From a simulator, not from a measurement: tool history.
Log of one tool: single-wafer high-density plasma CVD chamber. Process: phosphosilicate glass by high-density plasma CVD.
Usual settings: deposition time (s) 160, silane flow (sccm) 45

run     day  deposition time (s)  silane flow (sccm)  read-back reference wafer on the same gauge, thickness_nm  mean film thickness on the monitor wafer (nm)
  1   0.000                  185                  45                                                    636.119                                        869.409
  2   1.712                  185                  45                                                    635.850                                        870.337
  3   3.262                  160                  45                                                    635.283                                        752.722
  4   5.971                  160                  45                                                    636.033                                        752.662
  5   8.025                  160                  45                                                    636.717                                        758.109
  6   9.821                  160                  48                                                    635.827                                        785.074
  7  12.492                  183                  45                                                    635.788                                        864.068
  8  15.238                  183                  45                                                    635.848                                        859.230
  9  18.000                  178                  48                                                    635.743                                        874.248
     19.296  -- gauge calibrated
 10  20.100                  178                  48                                                    636.338                                        878.852
 11  21.804                  160                  45                                                    635.976                                        755.797
 12  24.075                  160                  45                                                    635.618                                        753.397
     26.008  -- silane flow controller replaced
 13  26.350                  172                  48                                                    636.385                                        808.704
 14  27.746                  144                  53                                                    636.030                                        731.325
 15  30.262                  160                  45                                                    635.514                                        727.803
 16  31.621                  160                  45                                                    635.990                                        724.238
 17  34.275                  160                  45                                                    636.221                                        729.337
 18  36.162                  146                  45                                                    636.045                                        663.153
 19  38.171                  160                  45                                                    635.859                                        732.888
 20  39.442                  186                  51                                                    636.129                                        924.260
 21  41.729                  160                  45                                                    636.093                                        727.208
 22  44.317                  190                  50                                                    636.020                                        934.629
 23  45.738                  184                  40                                                    635.877                                        782.791
 24  48.608                  160                  51                                                    635.729                                        801.097
 25  50.092                  150                  45                                                    635.680                                        687.122

3 ways to go on from here, each from the tool as it stands after run 25. What would each give?
  A  50.108                  160                  45                                                          ?                                              ?
  B  50.108                  192                  45                                                          ?                                              ?
  C  50.108                  185                  39                                                          ?                                              ?

run  read-back reference wafer on the same gauge, thickness_nm  mean film thickness on the monitor wafer (nm)
  A                                                    636.462                                        733.728
  B                                                    636.462                                        880.474
  C                                                    636.462                                        772.299
Without the tool's hidden state the same runs would have given:
run  mean film thickness on the monitor wafer (nm)
  A                                        721.873
  B                                        866.247
  C                                        759.820
